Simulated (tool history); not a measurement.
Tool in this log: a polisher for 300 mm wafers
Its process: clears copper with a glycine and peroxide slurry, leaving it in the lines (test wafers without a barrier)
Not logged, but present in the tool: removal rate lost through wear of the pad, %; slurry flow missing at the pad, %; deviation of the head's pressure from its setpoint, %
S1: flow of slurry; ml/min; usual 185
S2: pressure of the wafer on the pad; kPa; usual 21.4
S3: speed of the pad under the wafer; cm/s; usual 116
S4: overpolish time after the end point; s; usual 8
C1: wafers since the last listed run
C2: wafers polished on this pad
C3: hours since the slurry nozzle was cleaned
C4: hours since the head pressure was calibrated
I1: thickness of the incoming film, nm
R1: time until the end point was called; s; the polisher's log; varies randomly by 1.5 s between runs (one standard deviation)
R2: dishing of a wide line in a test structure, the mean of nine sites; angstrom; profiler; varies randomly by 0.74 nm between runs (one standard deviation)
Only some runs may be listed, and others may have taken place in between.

run     day   S1    S2   S3  S4   C1    C2     C3     C4     I1     R1   R2
  1       0  185  21.4  116   7    0   354  269.8    255  635.7   90.1  296
  2   1.021  185  21.4  116   7  260   614  294.3  279.5  658.4   95.5  272
  3   2.438  185  21.4  116   8  360   975  328.3  313.5  640.5   93.7  309
      2.633  -- worn pad replaced by a new one
  4   3.671  185  21.4  116   8  271   264  357.9  343.1  635.1   87.7  330
  5   4.525  185  21.4  116   8  217   481  378.4  363.6  645.3   90.1  321
  6       6  160  21.4  116   8  375   857  413.8    399  645.8   96.4  312
      6.692  -- worn pad replaced by a new one
  7   6.712  185  21.4  138   8  139     5  430.9  416.1  639.3   72.6  369
  8   7.121  185  21.4  138   8  104   109  440.7  425.9  656.5   73.4  358
      8.117  -- head pressure recalibrated
  9    8.15  185  21.4  138   8  240   349  465.4    0.8  651.4   79.4  339
     10.225  -- worn pad replaced by a new one
 10  10.392  185  21.4  116   8  528    42  519.2   54.6  649.4   88.3  335
 11  11.454  185  24.8  116  10  270   313  544.7   80.1    646   80.6  408
 12  12.533  220  13.8   94   8  274   588  570.6    106    642  152.2  218
 13  14.167  160  21.4  104   8  416  1004  609.8  145.2  648.9  111.7  275
     14.612  -- worn pad replaced by a new one
      15.15  -- slurry nozzle cleaned
 14  15.192  150  23.4  116   4  208   137      1  169.8  646.3   83.9  204
 15  15.908  185  23.4  116  10  182   319   18.2    187  640.6   83.1  382
 16   16.45  185  21.4   78   9  137   457   31.2    200  642.9  129.3  280
 17  17.583  185  21.4   78   9  288   746   58.4  227.2  653.8  135.8  275
 18  18.129  160  21.4  104   8  139   885   71.5  240.3  630.7  104.2  281
     18.858  -- worn pad replaced by a new one
 19  19.038  185  21.4  102   4  188    45   93.3  262.1  646.4   98.5  176
 20  19.896  185  21.4   78   9  218   264  113.9  282.7    640    124  291

Branching from run 20: 4 alternative next runs. What would each branch give?
  A  19.917  185  21.4  116   8   5  269  114.4  283.2  650   ?   ?
  B  19.917  185  21.4  132   8   5  269  114.4  283.2  650   ?   ?
  C  19.917  150  21.4  116  11   5  269  114.4  283.2  650   ?   ?
  D  19.917  185  21.4  102   8   5  269  114.4  283.2  650   ?   ?

run     R1   R2
  A     91  335
  B   81.3  358
  C     94  399
  D  101.6  313
With no hidden state in the tool, these same runs would have given:
run    R1   R2
  A  89.1  340
  B  79.7  362
  C  92.1  404
  D  99.4  317
